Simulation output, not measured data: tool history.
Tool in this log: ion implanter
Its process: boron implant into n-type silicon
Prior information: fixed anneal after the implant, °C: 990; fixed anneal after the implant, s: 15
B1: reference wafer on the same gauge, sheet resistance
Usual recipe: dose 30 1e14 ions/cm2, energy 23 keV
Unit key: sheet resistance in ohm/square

{"run": 1, "hour": 0.0, "dose": 27.04, "energy": 23, "B1": 72.33, "sheet resistance": 66.77}
{"run": 2, "hour": 57.4, "dose": 30, "energy": 23, "B1": 72.33, "sheet resistance": 64.32}
{"hour": 66.5, "done": "Faraday cup replaced and dose calibrated"}
{"run": 3, "hour": 86.8, "dose": 30, "energy": 23, "B1": 72.37, "sheet resistance": 63.35}
{"run": 4, "hour": 144.2, "dose": 30, "energy": 23, "B1": 72.25, "sheet resistance": 63.5}
{"run": 5, "hour": 198.9, "dose": 30, "energy": 23, "B1": 72.25, "sheet resistance": 63.55}
{"run": 6, "hour": 267.1, "dose": 30, "energy": 23, "B1": 72.32, "sheet resistance": 64.25}
{"run": 7, "hour": 293.9, "dose": 30, "energy": 29, "B1": 72.25, "sheet resistance": 59.16}
{"run": 8, "hour": 338.0, "dose": 30, "energy": 29, "B1": 72.28, "sheet resistance": 59.46}
{"run": 9, "hour": 406.7, "dose": 30, "energy": 23, "B1": 72.4, "sheet resistance": 63.83}
{"run": 10, "hour": 467.2, "dose": 30, "energy": 23, "B1": 72.31, "sheet resistance": 64.03}
{"run": 11, "hour": 510.8, "dose": 30, "energy": 23, "B1": 72.31, "sheet resistance": 64.18}
{"hour": 558.5, "done": "Faraday cup replaced and dose calibrated"}
{"run": 12, "hour": 568.3, "dose": 30, "energy": 23, "B1": 72.36, "sheet resistance": 63.16}
{"run": 13, "hour": 631.4, "dose": 30, "energy": 23, "B1": 72.36, "sheet resistance": 63.54}
{"run": 14, "hour": 701.8, "dose": 30, "energy": 23, "B1": 72.33, "sheet resistance": 63.6}
{"run": 15, "hour": 795.4, "dose": 30, "energy": 23, "B1": 72.31, "sheet resistance": 64.31}
{"run": 16, "hour": 849.3, "dose": 30, "energy": 23, "B1": 72.34, "sheet resistance": 63.98}
{"run": 17, "hour": 901.2, "dose": 22.59, "energy": 23, "B1": 72.28, "sheet resistance": 72.04}
{"run": 18, "hour": 946.7, "dose": 22.89, "energy": 28, "B1": 72.29, "sheet resistance": 68.38}
{"hour": 963.2, "done": "extraction supply calibrated"}
{"hour": 987.8, "done": "gauge calibrated"}
{"run": 19, "hour": 1082.5, "dose": 30, "energy": 27, "B1": 72.31, "sheet resistance": 60.37}
{"run": 20, "hour": 1129.9, "dose": 30, "energy": 23, "B1": 72.34, "sheet resistance": 64.17}
{"hour": 1172.0, "done": "Faraday cup replaced and dose calibrated"}
{"run": 21, "hour": 1172.5, "dose": 24.43, "energy": 18, "B1": 72.33, "sheet resistance": 74.14}
{"run": 22, "hour": 1203.1, "dose": 21.39, "energy": 18, "B1": 72.29, "sheet resistance": 78.71}
{"run": 23, "hour": 1260.4, "dose": 30, "energy": 23, "B1": 72.31, "sheet resistance": 63.21}
{"run": 24, "hour": 1322.7, "dose": 23.97, "energy": 16.5, "B1": 72.3, "sheet resistance": 77.94}
{"run": 25, "hour": 1370.7, "dose": 25.56, "energy": 16, "B1": 72.28, "sheet resistance": 77.88}
{"run": 26, "hour": 1417.6, "dose": 38.08, "energy": 27.5, "B1": 72.28, "sheet resistance": 55.48}
{"run": 27, "hour": 1444.9, "dose": 33, "energy": 23, "B1": 72.3, "sheet resistance": 61.86}
{"run": 28, "hour": 1507.4, "dose": 30, "energy": 17, "B1": 72.26, "sheet resistance": 72.43}
{"run": 29, "hour": 1571.6, "dose": 33.1, "energy": 28.5, "B1": 72.34, "sheet resistance": 57.52}
{"run": 30, "hour": 1625.1, "dose": 21.62, "energy": 28.5, "B1": 72.25, "sheet resistance": 70.15}
{"run": 31, "hour": 1668.7, "dose": 38.32, "energy": 18.5, "B1": 72.33, "sheet resistance": 66.37}
{"run": 32, "hour": 1734.5, "dose": 30, "energy": 23, "B1": 72.26, "sheet resistance": 63.59}
{"run": 33, "hour": 1769.1, "dose": 22.85, "energy": 26, "B1": 72.38, "sheet resistance": 69.4}
{"hour": 1792.3, "done": "Faraday cup replaced and dose calibrated"}
{"run": 34, "hour": 1818.8, "dose": 25.57, "energy": 26.5, "B1": 72.39, "sheet resistance": 64.02}
{"run": 35, "hour": 1871.2, "dose": 33.55, "energy": 19, "B1": 72.27, "sheet resistance": 66.5}
{"run": 36, "hour": 1914.4, "dose": 34.25, "energy": 28.5, "B1": 72.25, "sheet resistance": 55.83}

Predict each of these 5 candidate next runs independently; none follows another, all start after run 36:
{"run": "A", "hour": 1914.8, "dose": 22.14, "energy": 23, "B1": "?", "sheet resistance": "?"}
{"run": "B", "hour": 1914.8, "dose": 22.77, "energy": 18, "B1": "?", "sheet resistance": "?"}
{"run": "C", "hour": 1914.8, "dose": 30, "energy": 18, "B1": "?", "sheet resistance": "?"}
{"run": "D", "hour": 1914.8, "dose": 36.07, "energy": 30.5, "B1": "?", "sheet resistance": "?"}
{"run": "E", "hour": 1914.8, "dose": 30, "energy": 28.5, "B1": "?", "sheet resistance": "?"}

run=A B1=72.34 sheet_resistance=71.8
run=B B1=72.34 sheet_resistance=76.75
run=C B1=72.34 sheet_resistance=70.51
run=D B1=72.34 sheet_resistance=53.91
run=E B1=72.34 sheet_resistance=59.11
Stripped of hidden state, with their random variation kept, the same runs would have yielded:
run=A sheet_resistance=71.19
run=B sheet_resistance=76.24
run=C sheet_resistance=70.2
run=D sheet_resistance=53.56
run=E sheet_resistance=58.68
